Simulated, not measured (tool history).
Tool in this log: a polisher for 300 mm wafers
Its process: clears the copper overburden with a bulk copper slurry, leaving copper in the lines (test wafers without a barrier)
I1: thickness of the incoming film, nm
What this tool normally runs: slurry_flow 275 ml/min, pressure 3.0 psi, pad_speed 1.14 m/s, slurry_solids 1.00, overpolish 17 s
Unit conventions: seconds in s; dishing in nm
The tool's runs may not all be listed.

{"run": 1, "hour": 0.0, "slurry_flow": 275, "pressure": 3.0, "pad_speed": 1.14, "slurry_solids": 1.0, "overpolish": 17, "I1": 968.9, "seconds": 102.9, "dishing": 74.3}
{"run": 2, "hour": 12.7, "slurry_flow": 275, "pressure": 3.0, "pad_speed": 1.14, "slurry_solids": 1.0, "overpolish": 17, "I1": 987.1, "seconds": 105.6, "dishing": 76.9}
{"run": 3, "hour": 21.7, "slurry_flow": 275, "pressure": 3.0, "pad_speed": 1.14, "slurry_solids": 1.0, "overpolish": 17, "I1": 984.3, "seconds": 105.7, "dishing": 76.6}
{"run": 4, "hour": 28.0, "slurry_flow": 275, "pressure": 3.0, "pad_speed": 1.14, "slurry_solids": 1.0, "overpolish": 17, "I1": 985.3, "seconds": 108.5, "dishing": 75.5}
{"hour": 36.2, "done": "head pressure recalibrated"}
{"run": 5, "hour": 41.2, "slurry_flow": 275, "pressure": 3.0, "pad_speed": 1.14, "slurry_solids": 1.0, "overpolish": 17, "I1": 970.2, "seconds": 107.8, "dishing": 73.6}
{"run": 6, "hour": 57.5, "slurry_flow": 275, "pressure": 3.0, "pad_speed": 1.14, "slurry_solids": 1.0, "overpolish": 17, "I1": 961.4, "seconds": 108.4, "dishing": 75.4}
{"hour": 77.7, "done": "worn pad replaced by a new one"}
{"run": 7, "hour": 78.2, "slurry_flow": 275, "pressure": 3.0, "pad_speed": 1.14, "slurry_solids": 1.0, "overpolish": 17, "I1": 982.2, "seconds": 102.9, "dishing": 75.4}
{"run": 8, "hour": 92.1, "slurry_flow": 275, "pressure": 3.0, "pad_speed": 1.14, "slurry_solids": 1.0, "overpolish": 17, "I1": 984.6, "seconds": 102.4, "dishing": 77.9}
{"run": 9, "hour": 100.1, "slurry_flow": 275, "pressure": 3.0, "pad_speed": 1.14, "slurry_solids": 1.0, "overpolish": 17, "I1": 987.1, "seconds": 103.1, "dishing": 77.3}
{"run": 10, "hour": 110.0, "slurry_flow": 275, "pressure": 3.0, "pad_speed": 1.14, "slurry_solids": 1.15, "overpolish": 22, "I1": 988.0, "seconds": 100.1, "dishing": 86.1}
{"run": 11, "hour": 121.9, "slurry_flow": 250, "pressure": 3.0, "pad_speed": 1.14, "slurry_solids": 1.0, "overpolish": 23, "I1": 975.8, "seconds": 105.4, "dishing": 86.1}
{"run": 12, "hour": 128.2, "slurry_flow": 275, "pressure": 3.8, "pad_speed": 0.8, "slurry_solids": 1.0, "overpolish": 26, "I1": 996.1, "seconds": 124.7, "dishing": 88.4}
{"run": 13, "hour": 141.8, "slurry_flow": 275, "pressure": 3.0, "pad_speed": 1.14, "slurry_solids": 1.0, "overpolish": 17, "I1": 968.3, "seconds": 105.5, "dishing": 74.2}
{"run": 14, "hour": 159.3, "slurry_flow": 235, "pressure": 3.0, "pad_speed": 0.92, "slurry_solids": 1.15, "overpolish": 13, "I1": 975.5, "seconds": 130.5, "dishing": 58.0}
{"hour": 167.9, "done": "slurry nozzle cleaned"}
{"run": 15, "hour": 168.4, "slurry_flow": 275, "pressure": 3.0, "pad_speed": 1.14, "slurry_solids": 1.0, "overpolish": 17, "I1": 990.2, "seconds": 112.4, "dishing": 74.6}
{"hour": 172.8, "done": "worn pad replaced by a new one"}
{"hour": 184.8, "done": "slurry blender recalibrated"}
{"run": 16, "hour": 189.6, "slurry_flow": 275, "pressure": 3.0, "pad_speed": 1.14, "slurry_solids": 1.0, "overpolish": 17, "I1": 976.1, "seconds": 103.1, "dishing": 76.4}
{"run": 17, "hour": 206.7, "slurry_flow": 275, "pressure": 3.0, "pad_speed": 1.14, "slurry_solids": 1.0, "overpolish": 17, "I1": 961.2, "seconds": 101.9, "dishing": 76.5}
{"run": 18, "hour": 218.6, "slurry_flow": 275, "pressure": 3.0, "pad_speed": 1.5, "slurry_solids": 1.0, "overpolish": 8, "I1": 984.3, "seconds": 80.3, "dishing": 59.3}
{"run": 19, "hour": 231.3, "slurry_flow": 275, "pressure": 3.0, "pad_speed": 1.14, "slurry_solids": 0.8, "overpolish": 13, "I1": 996.0, "seconds": 115.8, "dishing": 63.3}
{"run": 20, "hour": 244.7, "slurry_flow": 275, "pressure": 3.0, "pad_speed": 1.14, "slurry_solids": 0.7, "overpolish": 17, "I1": 984.3, "seconds": 122.4, "dishing": 71.3}
{"run": 21, "hour": 258.9, "slurry_flow": 275, "pressure": 3.0, "pad_speed": 1.26, "slurry_solids": 0.85, "overpolish": 17, "I1": 977.5, "seconds": 105.3, "dishing": 76.8}
{"hour": 266.5, "done": "worn pad replaced by a new one"}
{"run": 22, "hour": 267.6, "slurry_flow": 275, "pressure": 3.0, "pad_speed": 1.14, "slurry_solids": 0.8, "overpolish": 13, "I1": 971.8, "seconds": 108.7, "dishing": 65.7}
{"run": 23, "hour": 276.8, "slurry_flow": 370, "pressure": 3.0, "pad_speed": 1.14, "slurry_solids": 0.8, "overpolish": 17, "I1": 974.2, "seconds": 107.8, "dishing": 75.0}
{"run": 24, "hour": 321.7, "slurry_flow": 275, "pressure": 3.0, "pad_speed": 1.14, "slurry_solids": 1.0, "overpolish": 11, "I1": 970.2, "seconds": 104.8, "dishing": 58.6}
{"run": 25, "hour": 332.8, "slurry_flow": 225, "pressure": 3.0, "pad_speed": 1.14, "slurry_solids": 0.9, "overpolish": 17, "I1": 990.5, "seconds": 114.6, "dishing": 75.7}
{"run": 26, "hour": 340.9, "slurry_flow": 275, "pressure": 3.0, "pad_speed": 0.86, "slurry_solids": 1.0, "overpolish": 17, "I1": 976.4, "seconds": 141.1, "dishing": 65.4}
{"run": 27, "hour": 347.0, "slurry_flow": 275, "pressure": 3.0, "pad_speed": 1.14, "slurry_solids": 1.0, "overpolish": 17, "I1": 987.0, "seconds": 111.5, "dishing": 73.9}
{"hour": 357.4, "done": "worn pad replaced by a new one"}
{"run": 28, "hour": 360.8, "slurry_flow": 275, "pressure": 3.0, "pad_speed": 1.14, "slurry_solids": 1.0, "overpolish": 17, "I1": 964.6, "seconds": 101.8, "dishing": 75.5}
{"run": 29, "hour": 377.7, "slurry_flow": 300, "pressure": 2.2, "pad_speed": 1.14, "slurry_solids": 1.0, "overpolish": 12, "I1": 981.4, "seconds": 134.8, "dishing": 54.4}

Predict each of these 3 candidate next runs independently; none follows another, all start after run 29:
{"run": "A", "hour": 378.1, "slurry_flow": 275, "pressure": 3.0, "pad_speed": 1.14, "slurry_solids": 1.0, "overpolish": 17, "I1": 967.5, "seconds": "?", "dishing": "?"}
{"run": "B", "hour": 378.1, "slurry_flow": 275, "pressure": 3.0, "pad_speed": 0.76, "slurry_solids": 1.0, "overpolish": 17, "I1": 967.5, "seconds": "?", "dishing": "?"}
{"run": "C", "hour": 378.1, "slurry_flow": 240, "pressure": 3.0, "pad_speed": 1.14, "slurry_solids": 1.0, "overpolish": 17, "I1": 967.5, "seconds": "?", "dishing": "?"}

run=A seconds=102.7 dishing=76.6
run=B seconds=154.0 dishing=61.9
run=C seconds=103.8 dishing=76.3
The same runs, with their run-to-run variation unchanged, on a tool lacking any hidden condition would have given:
run=A seconds=101.3 dishing=77.1
run=B seconds=152.0 dishing=62.4
run=C seconds=102.4 dishing=76.7
